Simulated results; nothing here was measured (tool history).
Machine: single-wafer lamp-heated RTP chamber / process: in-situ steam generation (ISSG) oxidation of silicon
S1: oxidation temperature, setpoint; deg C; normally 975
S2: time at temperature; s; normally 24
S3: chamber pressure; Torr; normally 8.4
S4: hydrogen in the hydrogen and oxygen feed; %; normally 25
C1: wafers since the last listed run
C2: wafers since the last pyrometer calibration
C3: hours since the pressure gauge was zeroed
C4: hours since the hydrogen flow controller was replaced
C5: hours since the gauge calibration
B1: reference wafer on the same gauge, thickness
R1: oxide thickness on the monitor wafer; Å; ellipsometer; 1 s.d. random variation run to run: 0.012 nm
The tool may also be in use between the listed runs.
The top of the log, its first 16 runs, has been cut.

run	hour	S1	S2	S3	S4	C1	C2	C3	C4	C5	B1	R1
17	723.1	975	19	8.4	16	173	6719	2283.9	358.7	1981.7	4.987	49.69
18	748	983	27	9.1	25	175	6894	2308.8	383.6	2006.6	4.992	65.98
# hour 791.4: pyrometer window cleaned and pyrometer calibrated
19	803.7	975	15	9.1	25	335	86	2364.5	439.3	2062.3	4.989	48.84
20	857.2	975	24	8.4	29	376	463	2418	492.8	2115.8	4.994	62.5
# hour 894.4: gauge calibrated
21	910.1	975	24	8.4	25	372	836	2470.9	545.7	15.7	4.99	60.3
22	944.4	975	28	8.4	30	241	1077	2505.2	580	50	4.988	67.4
23	999.6	960	31	8.4	25	388	1466	2560.4	635.2	105.2	4.99	63.78
# hour 1020.6: pressure gauge zeroed
24	1055	975	18	8.4	25	333	1800	34.4	690.6	160.6	4.991	53.1
25	1109.6	956	24	7.3	22	384	2184	89	745.2	215.2	4.99	54.7
26	1156.2	975	24	8.4	20	328	2512	135.6	791.8	261.8	4.99	57.47
27	1236.4	975	24	8.4	25	564	3077	215.8	872	342	4.988	60.28
28	1273.4	975	24	7.7	25	260	3337	252.8	909	379	4.99	60.51
29	1445.4	975	15	8.4	17	1211	4548	424.8	1081	551	4.985	45
30	1512.6	975	24	8.4	25	473	5022	492	1148.2	618.2	4.986	60.46

Branching from run 30: 5 alternative next runs. What would each branch give?
A	1513	962	24	8.4	25	2	5024	492.4	1148.6	618.6	?	?
B	1513	975	28	9.1	32	2	5024	492.4	1148.6	618.6	?	?
C	1513	975	16	8.8	22	2	5024	492.4	1148.6	618.6	?	?
D	1513	993	21	8	32	2	5024	492.4	1148.6	618.6	?	?
E	1513	975	24	8.4	28	2	5024	492.4	1148.6	618.6	?	?

run	B1	R1
A	4.991	57.97
B	4.991	68.42
C	4.991	49.27
D	4.991	65.54
E	4.991	62.43
Take away the tool's hidden state, keep each run's random variation, and the runs would have read:
run	R1
A	57.48
B	67.77
C	48.88
D	64.89
E	61.86
